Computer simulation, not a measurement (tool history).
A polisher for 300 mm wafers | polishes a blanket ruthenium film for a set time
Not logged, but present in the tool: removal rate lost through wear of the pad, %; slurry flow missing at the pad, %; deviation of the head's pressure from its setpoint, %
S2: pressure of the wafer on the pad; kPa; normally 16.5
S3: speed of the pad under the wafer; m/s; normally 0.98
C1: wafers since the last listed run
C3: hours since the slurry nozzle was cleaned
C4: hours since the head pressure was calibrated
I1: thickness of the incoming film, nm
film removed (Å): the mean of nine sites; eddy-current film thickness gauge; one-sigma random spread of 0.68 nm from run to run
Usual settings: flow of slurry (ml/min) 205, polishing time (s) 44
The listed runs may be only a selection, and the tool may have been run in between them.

{"run": 1, "hour": 0.0, "flow of slurry (ml/min)": 205, "S2": 16.5, "S3": 0.98, "polishing time (s)": 44, "C1": 0, "wafers polished on this pad": 632, "C3": 208.8, "C4": 204.6, "I1": 621.7, "film removed (Å)": 559}
{"run": 2, "hour": 9.4, "flow of slurry (ml/min)": 235, "S2": 16.5, "S3": 0.98, "polishing time (s)": 44, "C1": 89, "wafers polished on this pad": 721, "C3": 218.2, "C4": 214, "I1": 625.1, "film removed (Å)": 572}
{"run": 3, "hour": 18.5, "flow of slurry (ml/min)": 205, "S2": 16.5, "S3": 0.98, "polishing time (s)": 44, "C1": 86, "wafers polished on this pad": 808, "C3": 227.3, "C4": 223.1, "I1": 624.8, "film removed (Å)": 554}
{"hour": 35.9, "done": "worn pad replaced by a new one"}
{"run": 4, "hour": 36.4, "flow of slurry (ml/min)": 205, "S2": 16.5, "S3": 0.98, "polishing time (s)": 44, "C1": 132, "wafers polished on this pad": 4, "C3": 245.2, "C4": 241, "I1": 623.7, "film removed (Å)": 558}
{"run": 5, "hour": 43.5, "flow of slurry (ml/min)": 205, "S2": 16.5, "S3": 0.98, "polishing time (s)": 44, "C1": 67, "wafers polished on this pad": 72, "C3": 252.3, "C4": 248.1, "I1": 634.9, "film removed (Å)": 556}
{"run": 6, "hour": 53.8, "flow of slurry (ml/min)": 205, "S2": 16.5, "S3": 0.98, "polishing time (s)": 44, "C1": 98, "wafers polished on this pad": 170, "C3": 262.6, "C4": 258.4, "I1": 625.5, "film removed (Å)": 540}
{"run": 7, "hour": 65.3, "flow of slurry (ml/min)": 205, "S2": 16.5, "S3": 0.98, "polishing time (s)": 44, "C1": 109, "wafers polished on this pad": 279, "C3": 274.1, "C4": 269.9, "I1": 620.7, "film removed (Å)": 550}
{"run": 8, "hour": 82.2, "flow of slurry (ml/min)": 205, "S2": 16.5, "S3": 1.06, "polishing time (s)": 44, "C1": 161, "wafers polished on this pad": 441, "C3": 291, "C4": 286.8, "I1": 628.4, "film removed (Å)": 594}
{"run": 9, "hour": 98.5, "flow of slurry (ml/min)": 205, "S2": 16.5, "S3": 1.24, "polishing time (s)": 44, "C1": 155, "wafers polished on this pad": 596, "C3": 307.3, "C4": 303.1, "I1": 625.4, "film removed (Å)": 660}
{"run": 10, "hour": 105.8, "flow of slurry (ml/min)": 205, "S2": 16.5, "S3": 0.98, "polishing time (s)": 44, "C1": 69, "wafers polished on this pad": 666, "C3": 314.6, "C4": 310.4, "I1": 631.8, "film removed (Å)": 572}
{"run": 11, "hour": 115.9, "flow of slurry (ml/min)": 205, "S2": 16.5, "S3": 0.98, "polishing time (s)": 44, "C1": 96, "wafers polished on this pad": 762, "C3": 324.7, "C4": 320.5, "I1": 629.6, "film removed (Å)": 564}
{"run": 12, "hour": 128.3, "flow of slurry (ml/min)": 205, "S2": 16.5, "S3": 0.98, "polishing time (s)": 44, "C1": 118, "wafers polished on this pad": 880, "C3": 337.1, "C4": 332.9, "I1": 624.9, "film removed (Å)": 572}
{"run": 13, "hour": 139.8, "flow of slurry (ml/min)": 205, "S2": 16.5, "S3": 0.98, "polishing time (s)": 44, "C1": 109, "wafers polished on this pad": 990, "C3": 348.6, "C4": 344.4, "I1": 628.4, "film removed (Å)": 580}
{"hour": 157.0, "done": "worn pad replaced by a new one"}
{"run": 14, "hour": 157.5, "flow of slurry (ml/min)": 205, "S2": 16.5, "S3": 0.98, "polishing time (s)": 44, "C1": 130, "wafers polished on this pad": 4, "C3": 366.3, "C4": 362.1, "I1": 619.8, "film removed (Å)": 579}
{"run": 15, "hour": 165.0, "flow of slurry (ml/min)": 205, "S2": 16.5, "S3": 0.98, "polishing time (s)": 54, "C1": 71, "wafers polished on this pad": 76, "C3": 373.8, "C4": 369.6, "I1": 627.9, "film removed (Å)": 712}
{"hour": 181.0, "done": "slurry nozzle cleaned"}
{"hour": 189.0, "done": "head pressure recalibrated"}
{"run": 16, "hour": 198.9, "flow of slurry (ml/min)": 205, "S2": 16.5, "S3": 0.86, "polishing time (s)": 44, "C1": 294, "wafers polished on this pad": 371, "C3": 17.9, "C4": 9.9, "I1": 621, "film removed (Å)": 481}
{"run": 17, "hour": 214.0, "flow of slurry (ml/min)": 205, "S2": 16.5, "S3": 0.7, "polishing time (s)": 53, "C1": 144, "wafers polished on this pad": 515, "C3": 33, "C4": 25, "I1": 623.5, "film removed (Å)": 510}
{"run": 18, "hour": 223.2, "flow of slurry (ml/min)": 205, "S2": 21.4, "S3": 1.24, "polishing time (s)": 51, "C1": 87, "wafers polished on this pad": 602, "C3": 42.2, "C4": 34.2, "I1": 636.3, "film removed (Å)": 934}
{"run": 19, "hour": 235.3, "flow of slurry (ml/min)": 270, "S2": 19.3, "S3": 0.86, "polishing time (s)": 44, "C1": 115, "wafers polished on this pad": 718, "C3": 54.3, "C4": 46.3, "I1": 628.1, "film removed (Å)": 585}
{"run": 20, "hour": 251.5, "flow of slurry (ml/min)": 150, "S2": 11, "S3": 0.7, "polishing time (s)": 44, "C1": 154, "wafers polished on this pad": 872, "C3": 70.5, "C4": 62.5, "I1": 623, "film removed (Å)": 274}
{"hour": 262.5, "done": "worn pad replaced by a new one"}
{"run": 21, "hour": 263.0, "flow of slurry (ml/min)": 205, "S2": 16.5, "S3": 0.98, "polishing time (s)": 50, "C1": 71, "wafers polished on this pad": 4, "C3": 82, "C4": 74, "I1": 636.7, "film removed (Å)": 605}
{"run": 22, "hour": 271.2, "flow of slurry (ml/min)": 205, "S2": 16.5, "S3": 0.98, "polishing time (s)": 44, "C1": 78, "wafers polished on this pad": 82, "C3": 90.2, "C4": 82.2, "I1": 642.5, "film removed (Å)": 524}
{"run": 23, "hour": 278.1, "flow of slurry (ml/min)": 205, "S2": 16.5, "S3": 0.98, "polishing time (s)": 58, "C1": 65, "wafers polished on this pad": 148, "C3": 97.1, "C4": 89.1, "I1": 633, "film removed (Å)": 699}
{"run": 24, "hour": 294.1, "flow of slurry (ml/min)": 205, "S2": 16.5, "S3": 1.08, "polishing time (s)": 44, "C1": 152, "wafers polished on this pad": 301, "C3": 113.1, "C4": 105.1, "I1": 643.3, "film removed (Å)": 562}
{"run": 25, "hour": 304.6, "flow of slurry (ml/min)": 205, "S2": 16.5, "S3": 0.98, "polishing time (s)": 44, "C1": 100, "wafers polished on this pad": 401, "C3": 123.6, "C4": 115.6, "I1": 629.2, "film removed (Å)": 533}
{"run": 26, "hour": 311.3, "flow of slurry (ml/min)": 205, "S2": 16.5, "S3": 0.98, "polishing time (s)": 44, "C1": 63, "wafers polished on this pad": 465, "C3": 130.3, "C4": 122.3, "I1": 626.2, "film removed (Å)": 536}
{"run": 27, "hour": 318.3, "flow of slurry (ml/min)": 205, "S2": 16.5, "S3": 1.12, "polishing time (s)": 44, "C1": 66, "wafers polished on this pad": 532, "C3": 137.3, "C4": 129.3, "I1": 634.1, "film removed (Å)": 585}
{"run": 28, "hour": 335.7, "flow of slurry (ml/min)": 145, "S2": 16.5, "S3": 0.98, "polishing time (s)": 44, "C1": 165, "wafers polished on this pad": 698, "C3": 154.7, "C4": 146.7, "I1": 622.1, "film removed (Å)": 527}
{"run": 29, "hour": 343.6, "flow of slurry (ml/min)": 250, "S2": 13.8, "S3": 0.98, "polishing time (s)": 51, "C1": 75, "wafers polished on this pad": 773, "C3": 162.6, "C4": 154.6, "I1": 630.3, "film removed (Å)": 533}

Each row is a separate what-if for the run after 29, all from the same tool condition, not one after another. Results?
{"run": "A", "hour": 344.0, "flow of slurry (ml/min)": 205, "S2": 16.5, "S3": 0.98, "polishing time (s)": 44, "C1": 3, "wafers polished on this pad": 777, "C3": 163, "C4": 155, "I1": 630.4, "film removed (Å)": "?"}
{"run": "B", "hour": 344.0, "flow of slurry (ml/min)": 275, "S2": 16.5, "S3": 1.18, "polishing time (s)": 44, "C1": 3, "wafers polished on this pad": 777, "C3": 163, "C4": 155, "I1": 630.4, "film removed (Å)": "?"}
{"run": "C", "hour": 344.0, "flow of slurry (ml/min)": 205, "S2": 15.2, "S3": 0.98, "polishing time (s)": 44, "C1": 3, "wafers polished on this pad": 777, "C3": 163, "C4": 155, "I1": 630.4, "film removed (Å)": "?"}
{"run": "D", "hour": 344.0, "flow of slurry (ml/min)": 135, "S2": 16.5, "S3": 0.98, "polishing time (s)": 44, "C1": 3, "wafers polished on this pad": 777, "C3": 163, "C4": 155, "I1": 630.4, "film removed (Å)": "?"}
{"run": "E", "hour": 344.0, "flow of slurry (ml/min)": 255, "S2": 16.5, "S3": 0.98, "polishing time (s)": 44, "C1": 3, "wafers polished on this pad": 777, "C3": 163, "C4": 155, "I1": 630.4, "film removed (Å)": "?"}

run=A film_removed_(Å)=554
run=B film_removed_(Å)=648
run=C film_removed_(Å)=508
run=D film_removed_(Å)=519
run=E film_removed_(Å)=568
Stripped of hidden state, with their random variation kept, the same runs would have yielded:
run=A film_removed_(Å)=530
run=B film_removed_(Å)=620
run=C film_removed_(Å)=485
run=D film_removed_(Å)=496
run=E film_removed_(Å)=543

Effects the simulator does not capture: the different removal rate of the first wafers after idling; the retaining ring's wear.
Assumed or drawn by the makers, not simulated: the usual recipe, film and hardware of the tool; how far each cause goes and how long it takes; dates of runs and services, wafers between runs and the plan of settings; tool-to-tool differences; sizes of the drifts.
